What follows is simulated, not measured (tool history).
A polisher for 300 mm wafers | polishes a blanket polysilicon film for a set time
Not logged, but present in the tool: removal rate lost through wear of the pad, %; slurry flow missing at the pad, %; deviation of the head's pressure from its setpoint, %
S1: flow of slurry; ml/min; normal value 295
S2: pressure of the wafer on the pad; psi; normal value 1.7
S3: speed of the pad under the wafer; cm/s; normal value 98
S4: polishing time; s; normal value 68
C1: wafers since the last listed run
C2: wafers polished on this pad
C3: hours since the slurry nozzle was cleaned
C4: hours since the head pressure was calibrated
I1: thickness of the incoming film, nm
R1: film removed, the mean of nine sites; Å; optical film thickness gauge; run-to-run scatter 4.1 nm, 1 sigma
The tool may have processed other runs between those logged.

run,hour,S1,S2,S3,S4,C1,C2,C3,C4,I1,R1
1,0,295,1.7,98,68,0,833,310.1,192.6,951.2,4063
2,32.7,295,1.7,98,68,495,1329,342.8,225.3,931.1,3988
# hour 49: worn pad replaced by a new one
3,65,295,1.7,98,68,428,241,375.1,257.6,935,4003
4,99.6,295,1.7,98,68,524,765,409.7,292.2,938.5,3969
5,132.1,295,1.5,98,68,492,1258,442.2,324.7,948.6,3534
6,151.6,295,1.5,98,68,295,1553,461.7,344.2,936.1,3552
# hour 163.9: worn pad replaced by a new one
7,173.5,295,1.5,98,68,271,145,483.6,366.1,947.9,3579
# hour 180.8: head pressure recalibrated
8,206.8,295,1.7,98,68,474,619,516.9,26,953.6,4003
# hour 216.9: slurry nozzle cleaned
9,229,295,1.7,98,68,321,940,12.1,48.2,947.3,3974
10,257.5,295,1.7,98,68,431,1372,40.6,76.7,940.3,4028
# hour 282: worn pad replaced by a new one
11,282.9,295,1.7,98,68,324,13,66,102.1,944.3,3977
12,311,295,1.7,122,68,425,438,94.1,130.2,942.5,4852
13,327.8,255,1.7,90,68,254,693,110.9,147,924.8,3673
14,347.7,355,1.7,80,57,301,994,130.8,166.9,951.1,2798
# hour 387.1: worn pad replaced by a new one
15,405.5,195,1.7,98,68,814,278,188.6,224.7,942.3,3860
16,423.2,295,1.9,122,68,268,546,206.3,242.4,950.6,5635
17,448.1,365,1.7,76,68,377,923,231.2,267.3,958.7,3111
18,464,295,2.3,86,68,240,1164,247.1,283.2,958.5,4701
19,476.4,335,1.7,98,68,187,1352,259.5,295.6,957.3,4018

Forecast run 20:
# hour 504.2: worn pad replaced by a new one
20,511.9,235,1.7,98,68,477,116,295,331.1,945.6,?

Run 20 gave R1 3965 Å.
If the tool had no hidden condition, the same run with the same run-to-run variation would have returned R1 3965 Å.

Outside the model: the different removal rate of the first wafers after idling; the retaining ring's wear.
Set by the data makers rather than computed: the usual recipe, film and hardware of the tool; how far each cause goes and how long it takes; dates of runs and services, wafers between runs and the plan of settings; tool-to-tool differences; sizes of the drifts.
